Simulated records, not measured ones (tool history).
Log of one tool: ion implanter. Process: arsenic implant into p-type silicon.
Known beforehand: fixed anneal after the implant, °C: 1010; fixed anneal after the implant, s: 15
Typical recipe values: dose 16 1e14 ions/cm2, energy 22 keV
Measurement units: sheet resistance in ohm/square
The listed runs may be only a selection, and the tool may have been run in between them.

| run | hour | dose | energy | read-back reference wafer on the same gauge, sheet resistance | sheet resistance |
|---|---|---|---|---|---|
| 1 | 0 | 16 | 22 | 83.02 | 100.03 |
|  | 17.4 | Faraday cup replaced and dose calibrated |
| 2 | 58.8 | 16 | 22 | 83.02 | 101.1 |
| 3 | 93.8 | 16 | 22 | 83.02 | 101.32 |
| 4 | 213.6 | 16 | 22 | 83.1 | 101.26 |
| 5 | 275.2 | 16 | 22 | 83.1 | 101.16 |
| 6 | 313.6 | 16 | 16 | 83.03 | 112.43 |
| 7 | 366.5 | 19.6 | 26.5 | 83.05 | 89.81 |
| 8 | 478 | 19.6 | 26.5 | 82.98 | 89.54 |
|  | 521.1 | gauge calibrated |
| 9 | 521.4 | 18.04 | 22 | 83.01 | 97.49 |
|  | 592.8 | Faraday cup replaced and dose calibrated |
| 10 | 593.3 | 16 | 20 | 83.02 | 104.31 |
| 11 | 618.7 | 16 | 22 | 82.96 | 100.52 |
| 12 | 686.7 | 18.04 | 22 | 82.99 | 98.32 |
| 13 | 751.3 | 16 | 22 | 82.99 | 100.88 |
|  | 784.7 | extraction supply calibrated |
| 14 | 789.4 | 14.1 | 15 | 83 | 117.52 |
| 15 | 845.3 | 17.69 | 26.5 | 83.03 | 91.65 |
| 16 | 878.5 | 18.07 | 26 | 83.06 | 92.17 |
| 17 | 922.3 | 17.67 | 22 | 82.97 | 98.66 |

Run 18, settings as shown, results not yet in. Your forecast:
| 18 | 992.5 | 18.75 | 17 | ? | ? |

{"run 18": {"read-back reference wafer on the same gauge, sheet resistance": 83.07, "sheet resistance": 106.24}}
Minus the tool's unlogged condition, the same run would have read sheet resistance 106.83 ohm/square.

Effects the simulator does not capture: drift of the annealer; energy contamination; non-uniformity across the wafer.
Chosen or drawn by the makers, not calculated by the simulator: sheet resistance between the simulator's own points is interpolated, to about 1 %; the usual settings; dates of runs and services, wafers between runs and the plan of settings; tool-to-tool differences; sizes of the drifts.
